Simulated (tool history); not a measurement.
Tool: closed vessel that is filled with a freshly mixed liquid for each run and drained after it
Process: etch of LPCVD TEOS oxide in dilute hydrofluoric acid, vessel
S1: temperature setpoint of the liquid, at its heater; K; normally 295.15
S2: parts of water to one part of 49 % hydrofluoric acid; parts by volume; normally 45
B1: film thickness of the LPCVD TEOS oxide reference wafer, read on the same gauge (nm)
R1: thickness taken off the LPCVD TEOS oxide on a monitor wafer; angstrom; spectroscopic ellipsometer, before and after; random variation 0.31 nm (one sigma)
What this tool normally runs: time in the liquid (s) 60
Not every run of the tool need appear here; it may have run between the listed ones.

run 1 hour=0 | S1=295.15 S2=35 time_in_the_liquid_(s)=60 | B1=60 | R1=653.9
run 2 hour=96.2 | S1=295.15 S2=35 time_in_the_liquid_(s)=60 | B1=60 | R1=659.6
run 3 hour=133.5 | S1=292.65 S2=45 time_in_the_liquid_(s)=60 | B1=59.99 | R1=453.8
run 4 hour=212.6 | S1=292.65 S2=45 time_in_the_liquid_(s)=60 | B1=59.98 | R1=452
run 5 hour=316 | S1=292.65 S2=45 time_in_the_liquid_(s)=60 | B1=60.01 | R1=455.1
run 6 hour=362.2 | S1=298.15 S2=45 time_in_the_liquid_(s)=90 | B1=60.01 | R1=852.8
run 7 hour=439.5 | S1=298.15 S2=45 time_in_the_liquid_(s)=90 | B1=59.99 | R1=863.6
run 8 hour=538.2 | S1=298.15 S2=45 time_in_the_liquid_(s)=90 | B1=60 | R1=862.1
run 9 hour=602.5 | S1=295.15 S2=45 time_in_the_liquid_(s)=60 | B1=60.01 | R1=500.2
run 10 hour=688.3 | S1=295.15 S2=45 time_in_the_liquid_(s)=60 | B1=60.03 | R1=505.7
run 11 hour=789.6 | S1=295.15 S2=45 time_in_the_liquid_(s)=60 | B1=60.02 | R1=508.8
run 12 hour=828.7 | S1=297.15 S2=45 time_in_the_liquid_(s)=60 | B1=60.02 | R1=545.1
run 13 hour=891.2 | S1=297.15 S2=45 time_in_the_liquid_(s)=60 | B1=60 | R1=550.9
run 14 hour=976 | S1=293.65 S2=45 time_in_the_liquid_(s)=60 | B1=60.01 | R1=479.7
run 15 hour=1025.4 | S1=295.15 S2=45 time_in_the_liquid_(s)=60 | B1=60.01 | R1=503.6
run 16 hour=1061.5 | S1=295.15 S2=45 time_in_the_liquid_(s)=60 | B1=60 | R1=509.3
run 17 hour=1125.4 | S1=295.15 S2=25 time_in_the_liquid_(s)=60 | B1=59.97 | R1=939.8
-- hour=1130.9 gauge calibrated
run 18 hour=1198.3 | S1=295.15 S2=45 time_in_the_liquid_(s)=60 | B1=60.01 | R1=512.9
run 19 hour=1293.2 | S1=299.65 S2=35 time_in_the_liquid_(s)=85 | B1=60.02 | R1=1132.8
-- hour=1336.6 thermometer replaced
-- hour=1343.2 hydrofluoric acid flow meter replaced
run 20 hour=1614.6 | S1=293.65 S2=45 time_in_the_liquid_(s)=50 | B1=60 | R1=389.2
run 21 hour=1679.1 | S1=291.15 S2=35 time_in_the_liquid_(s)=70 | B1=60 | R1=632.3
run 22 hour=1750 | S1=295.15 S2=45 time_in_the_liquid_(s)=60 | B1=60.01 | R1=493.3
run 23 hour=1807.3 | S1=291.15 S2=45 time_in_the_liquid_(s)=60 | B1=59.99 | R1=416.1
run 24 hour=1870 | S1=298.15 S2=45 time_in_the_liquid_(s)=60 | B1=59.99 | R1=566.9
run 25 hour=1968.1 | S1=295.15 S2=45 time_in_the_liquid_(s)=60 | B1=60.02 | R1=497.2
run 26 hour=2052.8 | S1=299.15 S2=45 time_in_the_liquid_(s)=80 | B1=60 | R1=777.4
run 27 hour=2323.4 | S1=291.65 S2=30 time_in_the_liquid_(s)=30 | B1=60 | R1=329.8
run 28 hour=2416.8 | S1=299.15 S2=35 time_in_the_liquid_(s)=60 | B1=59.99 | R1=771.4
run 29 hour=2476 | S1=297.65 S2=60 time_in_the_liquid_(s)=75 | B1=59.98 | R1=510.2
-- hour=2519.9 gauge calibrated
run 30 hour=2582.5 | S1=293.15 S2=60 time_in_the_liquid_(s)=85 | B1=59.99 | R1=475.3
run 31 hour=2627.6 | S1=299.65 S2=25 time_in_the_liquid_(s)=60 | B1=60.01 | R1=1118.4
run 32 hour=2732.8 | S1=299.65 S2=45 time_in_the_liquid_(s)=75 | B1=60 | R1=749.7
-- hour=2756.5 hydrofluoric acid flow meter replaced
run 33 hour=2826.3 | S1=295.15 S2=45 time_in_the_liquid_(s)=60 | B1=60 | R1=498.2

Consider 4 possible next runs. They are alternatives, not a sequence: every one starts from the tool as it was left by run 33. What does each give?
run A hour=2827 | S1=299.15 S2=45 time_in_the_liquid_(s)=60 | B1=? | R1=?
run B hour=2827 | S1=297.15 S2=45 time_in_the_liquid_(s)=40 | B1=? | R1=?
run C hour=2827 | S1=296.65 S2=45 time_in_the_liquid_(s)=85 | B1=? | R1=?
run D hour=2827 | S1=297.15 S2=45 time_in_the_liquid_(s)=30 | B1=? | R1=?

run=A B1=59.98 R1=586.1
run=B B1=59.98 R1=360
run=C B1=59.98 R1=749.4
run=D B1=59.98 R1=270
Stripped of hidden state, with their random variation kept, the same runs would have yielded:
run=A R1=577.3
run=B R1=354.6
run=C R1=738
run=D R1=265.9
